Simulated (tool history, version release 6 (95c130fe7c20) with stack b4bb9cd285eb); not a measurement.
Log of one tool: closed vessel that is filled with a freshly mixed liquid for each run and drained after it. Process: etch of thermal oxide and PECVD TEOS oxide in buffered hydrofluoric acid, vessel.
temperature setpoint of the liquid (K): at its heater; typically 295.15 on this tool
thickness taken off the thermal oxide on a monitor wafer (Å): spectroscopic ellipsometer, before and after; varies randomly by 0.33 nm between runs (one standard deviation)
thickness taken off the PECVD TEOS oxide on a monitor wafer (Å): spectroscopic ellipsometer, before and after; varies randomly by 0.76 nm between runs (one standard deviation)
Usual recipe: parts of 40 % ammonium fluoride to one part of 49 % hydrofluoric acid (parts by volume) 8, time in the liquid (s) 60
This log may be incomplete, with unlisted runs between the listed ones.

run   hour  temperature setpoint of the liquid (K)  parts of 40 % ammonium fluoride to one part of 49 % hydrofluoric acid (parts by volume)  time in the liquid (s)  wafers since the last listed run  hours since the thermometer was replaced  hours since the hydrofluoric acid flow meter was replaced  hours since the gauge calibration  read-back film thickness of the thermal oxide reference wafer, read on the same gauge (nm)  read-back film thickness of the PECVD TEOS oxide reference wafer, read on the same gauge (nm)  thickness taken off the thermal oxide on a monitor wafer (Å)  thickness taken off the PECVD TEOS oxide on a monitor wafer (Å)
  1    0.0                                  295.15                                                                                        6                      60                                 0                                    1683.5                                                     1190.4                              150.6                                                                                       80.04                                                                                         109.97                                                         853.5                                                            916.5
  2    8.9                                  295.15                                                                                        6                      60                              1309                                    1692.4                                                     1199.3                              159.5                                                                                       80.00                                                                                         110.01                                                         854.2                                                            904.6
  3   20.6                                  295.15                                                                                       10                      60                              1721                                    1704.1                                                     1211.0                              171.2                                                                                       79.97                                                                                         110.00                                                         527.1                                                            563.4
  4   37.8                                  295.15                                                                                       10                      60                              2530                                    1721.3                                                     1228.2                              188.4                                                                                       80.00                                                                                         110.00                                                         526.4                                                            560.1
  5   44.0                                  295.15                                                                                        8                      40                               912                                    1727.5                                                     1234.4                              194.6                                                                                       80.01                                                                                         109.99                                                         427.7                                                            460.4
  6   57.2                                  295.15                                                                                        8                      40                              1942                                    1740.7                                                     1247.6                              207.8                                                                                       80.03                                                                                         110.03                                                         427.4                                                            459.3
  7   66.2                                  295.15                                                                                        8                      60                              1324                                    1749.7                                                     1256.6                              216.8                                                                                       80.04                                                                                         109.95                                                         640.9                                                            676.3
  8   72.9                                  295.15                                                                                        8                      85                               985                                    1756.4                                                     1263.3                              223.5                                                                                       80.00                                                                                         109.99                                                         909.4                                                            956.9
      86.0  -- gauge calibrated
  9   95.4                                  295.15                                                                                        8                      60                              3310                                    1778.9                                                     1285.8                                9.4                                                                                       80.02                                                                                         109.99                                                         641.9                                                            685.5
 10  102.3                                  295.15                                                                                        8                      60                              1015                                    1785.8                                                     1292.7                               16.3                                                                                       80.04                                                                                         110.01                                                         641.4                                                            675.9
 11  120.3                                  295.15                                                                                        8                      60                              2648                                    1803.8                                                     1310.7                               34.3                                                                                       80.01                                                                                         109.97                                                         641.0                                                            672.4
 12  127.0                                  293.15                                                                                        8                      30                               985                                    1810.5                                                     1317.4                               41.0                                                                                       80.03                                                                                         110.01                                                         288.9                                                            303.2
 13  143.7                                  295.15                                                                                        8                      60                              2457                                    1827.2                                                     1334.1                               57.7                                                                                       79.97                                                                                         109.98                                                         640.0                                                            674.1
 14  154.9                                  291.65                                                                                       10                      90                              1648                                    1838.4                                                     1345.3                               68.9                                                                                       79.99                                                                                         110.00                                                         645.9                                                            677.5

Predict the results of run 15:
 15  170.9                                  292.65                                                                                        6                      80                              2354                                    1854.4                                                     1361.3                               84.9                                                                                           ?                                                                                              ?                                                             ?                                                                ?

read-back film thickness of the thermal oxide reference wafer, read on the same gauge (nm): 79.98
read-back film thickness of the PECVD TEOS oxide reference wafer, read on the same gauge (nm): 109.99
thickness taken off the thermal oxide on a monitor wafer (Å): 975.3
thickness taken off the PECVD TEOS oxide on a monitor wafer (Å): 1024.2
Were there no unlogged condition in the tool, this run, its random variation unchanged, would have produced thickness taken off the thermal oxide on a monitor wafer (Å) 1161.2, thickness taken off the PECVD TEOS oxide on a monitor wafer (Å) 1219.4.
